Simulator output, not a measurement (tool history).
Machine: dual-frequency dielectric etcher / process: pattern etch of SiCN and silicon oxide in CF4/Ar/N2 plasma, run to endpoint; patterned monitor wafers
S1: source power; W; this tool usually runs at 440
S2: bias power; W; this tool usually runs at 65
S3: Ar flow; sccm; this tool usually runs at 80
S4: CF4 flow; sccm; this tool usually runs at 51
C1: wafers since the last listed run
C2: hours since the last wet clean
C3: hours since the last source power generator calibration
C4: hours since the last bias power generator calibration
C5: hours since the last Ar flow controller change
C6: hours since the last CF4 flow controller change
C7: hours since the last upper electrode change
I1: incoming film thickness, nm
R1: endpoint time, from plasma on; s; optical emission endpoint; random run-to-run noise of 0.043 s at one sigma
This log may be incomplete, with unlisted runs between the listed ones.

Run 1, hour 0: usual settings but S1 490 W, S2 69 W; C1 0; C2 300.4; C3 3442.9; C4 296.2; C5 5305.5; C6 173.3; C7 0.5; I1 11.5. Result: R1 12.6 s.
Run 2, hour 16.8: usual settings but S1 390 W, S3 87 sccm, S4 63 sccm; C1 366; C2 317.2; C3 3459.7; C4 313; C5 5322.3; C6 190.1; C7 17.3; I1 11.66. Result: R1 14.8 s.
Run 3, hour 33.5: usual settings; C1 364; C2 333.9; C3 3476.4; C4 329.7; C5 5339; C6 206.8; C7 34; I1 11.58. Result: R1 13.9 s.
Run 4, hour 51.4: usual settings; C1 390; C2 351.8; C3 3494.3; C4 347.6; C5 5356.9; C6 224.7; C7 51.9; I1 11.63. Result: R1 14.1 s.
Run 5, hour 64.5: usual settings but S1 490 W, S2 54 W; C1 285; C2 364.9; C3 3507.4; C4 360.7; C5 5370; C6 237.8; C7 65; I1 11.56. Result: R1 14 s.
Run 6, hour 81.6: usual settings but S1 360 W, S3 68 sccm; C1 373; C2 382; C3 3524.5; C4 377.8; C5 5387.1; C6 254.9; C7 82.1; I1 11.54. Result: R1 15.7 s.
Run 7, hour 104.3: usual settings but S1 380 W, S2 73 W, S3 67 sccm, S4 57 sccm; C1 495; C2 404.7; C3 3547.2; C4 400.5; C5 5409.8; C6 277.6; C7 104.8; I1 11.61. Result: R1 14.2 s.
At hour 144: wet clean of the chamber.
At hour 147.5: source power generator calibrated.
Run 8, hour 148: usual settings; C1 355; C2 4; C3 0.5; C4 444.2; C5 5453.5; C6 321.3; C7 148.5; I1 11.55. Result: R1 14.1 s.
Run 9, hour 152.4: usual settings; C1 96; C2 8.4; C3 4.9; C4 448.6; C5 5457.9; C6 325.7; C7 152.9; I1 11.61. Result: R1 14.3 s.
At hour 163.9: Ar flow controller replaced.
Run 10, hour 179.2: usual settings but S1 550 W; C1 454; C2 35.2; C3 31.7; C4 475.4; C5 15.3; C6 352.5; C7 179.7; I1 11.61. Result: R1 11.9 s.
Run 11, hour 207.5: usual settings but S1 520 W; C1 617; C2 63.5; C3 60; C4 503.7; C5 43.6; C6 380.8; C7 208; I1 11.57. Result: R1 12.5 s.
Run 12, hour 242.8: usual settings; C1 770; C2 98.8; C3 95.3; C4 539; C5 78.9; C6 416.1; C7 243.3; I1 11.55. Result: R1 14 s.
Run 13, hour 261.7: usual settings but S1 390 W, S2 61 W, S3 62 sccm, S4 46 sccm; C1 412; C2 117.7; C3 114.2; C4 557.9; C5 97.8; C6 435; C7 262.2; I1 11.7. Result: R1 15.8 s.
Run 14, hour 288.6: usual settings but S2 71 W, S3 89 sccm; C1 587; C2 144.6; C3 141.1; C4 584.8; C5 124.7; C6 461.9; C7 289.1; I1 11.41. Result: R1 13.6 s.
Run 15, hour 319.9: usual settings but S1 540 W, S2 78 W, S3 87 sccm, S4 40 sccm; C1 683; C2 175.9; C3 172.4; C4 616.1; C5 156; C6 493.2; C7 320.4; I1 11.57. Result: R1 12 s.
Run 16, hour 349.3: usual settings but S2 79 W; C1 641; C2 205.3; C3 201.8; C4 645.5; C5 185.4; C6 522.6; C7 349.8; I1 11.7. Result: R1 13 s.
Run 17, hour 369.3: usual settings; C1 436; C2 225.3; C3 221.8; C4 665.5; C5 205.4; C6 542.6; C7 369.8; I1 11.6. Result: R1 14 s.
Run 18, hour 403.5: usual settings; C1 746; C2 259.5; C3 256; C4 699.7; C5 239.6; C6 576.8; C7 404; I1 11.65. Result: R1 14.2 s.
Run 19, hour 430.3: usual settings but S3 87 sccm, S4 44 sccm; C1 585; C2 286.3; C3 282.8; C4 726.5; C5 266.4; C6 603.6; C7 430.8; I1 11.49. Result: R1 14.6 s.
Run 20, hour 446.3: usual settings; C1 349; C2 302.3; C3 298.8; C4 742.5; C5 282.4; C6 619.6; C7 446.8; I1 11.65. Result: R1 14.1 s.
Run 21, hour 462.5: usual settings; C1 353; C2 318.5; C3 315; C4 758.7; C5 298.6; C6 635.8; C7 463; I1 11.59. Result: R1 14 s.
Run 22, hour 479: usual settings; C1 360; C2 335; C3 331.5; C4 775.2; C5 315.1; C6 652.3; C7 479.5; I1 11.65. Result: R1 14 s.
Run 23, hour 496.5: usual settings but S1 350 W, S2 60 W, S4 46 sccm; C1 382; C2 352.5; C3 349; C4 792.7; C5 332.6; C6 669.8; C7 497; I1 11.81. Result: R1 17.9 s.
Run 24, hour 522.2: usual settings but S4 60 sccm; C1 561; C2 378.2; C3 374.7; C4 818.4; C5 358.3; C6 695.5; C7 522.7; I1 11.59. Result: R1 13.5 s.
Run 25, hour 556.5: usual settings but S2 72 W, S3 94 sccm; C1 748; C2 412.5; C3 409; C4 852.7; C5 392.6; C6 729.8; C7 557; I1 11.61. Result: R1 13.7 s.

How the hidden state differs across the entries between the runs, from the last listed run before each to the first after it:
In the gap between runs 7 and 8: wet clean of the chamber (hour 144); source power generator calibrated (hour 147.5)
  etch rate over this chamber's usual, %: 1.15 -> 0.0867; CF4 flow that arrives over what is set, %: 0.821 -> 0.861
In the gap between runs 9 and 10: Ar flow controller replaced (hour 163.9)
  etch rate over this chamber's usual, %: 0.0988 -> 0.173; CF4 flow that arrives over what is set, %: 0.865 -> 0.893
